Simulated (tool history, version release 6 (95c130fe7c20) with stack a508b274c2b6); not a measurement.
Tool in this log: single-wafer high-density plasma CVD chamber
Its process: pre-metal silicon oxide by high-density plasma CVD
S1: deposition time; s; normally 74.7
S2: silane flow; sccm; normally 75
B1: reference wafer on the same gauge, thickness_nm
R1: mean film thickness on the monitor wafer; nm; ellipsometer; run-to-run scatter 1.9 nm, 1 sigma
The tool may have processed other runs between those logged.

run 1 hour=0.0 | S1=74.7 S2=75 | B1=493.295 | R1=529.787
run 2 hour=64.2 | S1=74.7 S2=70 | B1=494.093 | R1=497.047
run 3 hour=159.0 | S1=74.7 S2=70 | B1=494.510 | R1=497.083
run 4 hour=256.9 | S1=74.7 S2=75 | B1=493.294 | R1=532.206
run 5 hour=334.2 | S1=74.7 S2=75 | B1=494.074 | R1=534.879
run 6 hour=412.6 | S1=74.7 S2=75 | B1=493.645 | R1=533.067
run 7 hour=511.8 | S1=79.6 S2=75 | B1=494.082 | R1=566.511
run 8 hour=566.4 | S1=79.6 S2=75 | B1=493.825 | R1=569.271
run 9 hour=660.8 | S1=79.6 S2=75 | B1=493.558 | R1=571.339
run 10 hour=737.2 | S1=78.6 S2=75 | B1=495.025 | R1=565.153
run 11 hour=836.4 | S1=64.2 S2=75 | B1=494.087 | R1=461.839
-- hour=840.8 gauge calibrated
run 12 hour=901.5 | S1=64.2 S2=75 | B1=494.269 | R1=466.755
run 13 hour=967.1 | S1=74.7 S2=75 | B1=493.990 | R1=541.275
run 14 hour=1019.3 | S1=65.0 S2=87 | B1=492.847 | R1=542.985
run 15 hour=1126.4 | S1=79.6 S2=75 | B1=494.868 | R1=579.409
run 16 hour=1214.3 | S1=70.4 S2=66 | B1=494.269 | R1=453.945
run 17 hour=1342.8 | S1=62.4 S2=66 | B1=494.271 | R1=408.777
-- hour=1370.6 silane flow controller replaced
run 18 hour=1446.8 | S1=74.7 S2=68 | B1=493.003 | R1=484.747
run 19 hour=1542.1 | S1=74.7 S2=67 | B1=493.752 | R1=477.687
run 20 hour=1611.5 | S1=74.7 S2=75 | B1=493.622 | R1=531.228
run 21 hour=1696.2 | S1=74.7 S2=83 | B1=493.698 | R1=586.169
run 22 hour=1752.3 | S1=81.0 S2=75 | B1=493.444 | R1=583.071
run 23 hour=1844.0 | S1=65.6 S2=85 | B1=493.984 | R1=529.456
run 24 hour=1923.6 | S1=74.7 S2=71 | B1=492.847 | R1=508.520
run 25 hour=2001.4 | S1=74.7 S2=84 | B1=493.744 | R1=596.029

Below are 5 alternative next runs, each starting from the tool's condition after run 25. Predict each:
run A hour=2001.8 | S1=74.7 S2=75 | B1=? | R1=?
run B hour=2001.8 | S1=74.7 S2=82 | B1=? | R1=?
run C hour=2001.8 | S1=85.7 S2=75 | B1=? | R1=?
run D hour=2001.8 | S1=81.7 S2=75 | B1=? | R1=?
run E hour=2001.8 | S1=63.7 S2=65 | B1=? | R1=?

run=A B1=493.285 R1=535.180
run=B B1=493.285 R1=582.680
run=C B1=493.285 R1=613.989
run=D B1=493.285 R1=585.331
run=E B1=493.285 R1=398.507
The same runs, with their run-to-run variation unchanged, on a tool lacking any hidden condition would have given:
run=A R1=530.487
run=B R1=577.571
run=C R1=608.605
run=D R1=580.198
run=E R1=395.013

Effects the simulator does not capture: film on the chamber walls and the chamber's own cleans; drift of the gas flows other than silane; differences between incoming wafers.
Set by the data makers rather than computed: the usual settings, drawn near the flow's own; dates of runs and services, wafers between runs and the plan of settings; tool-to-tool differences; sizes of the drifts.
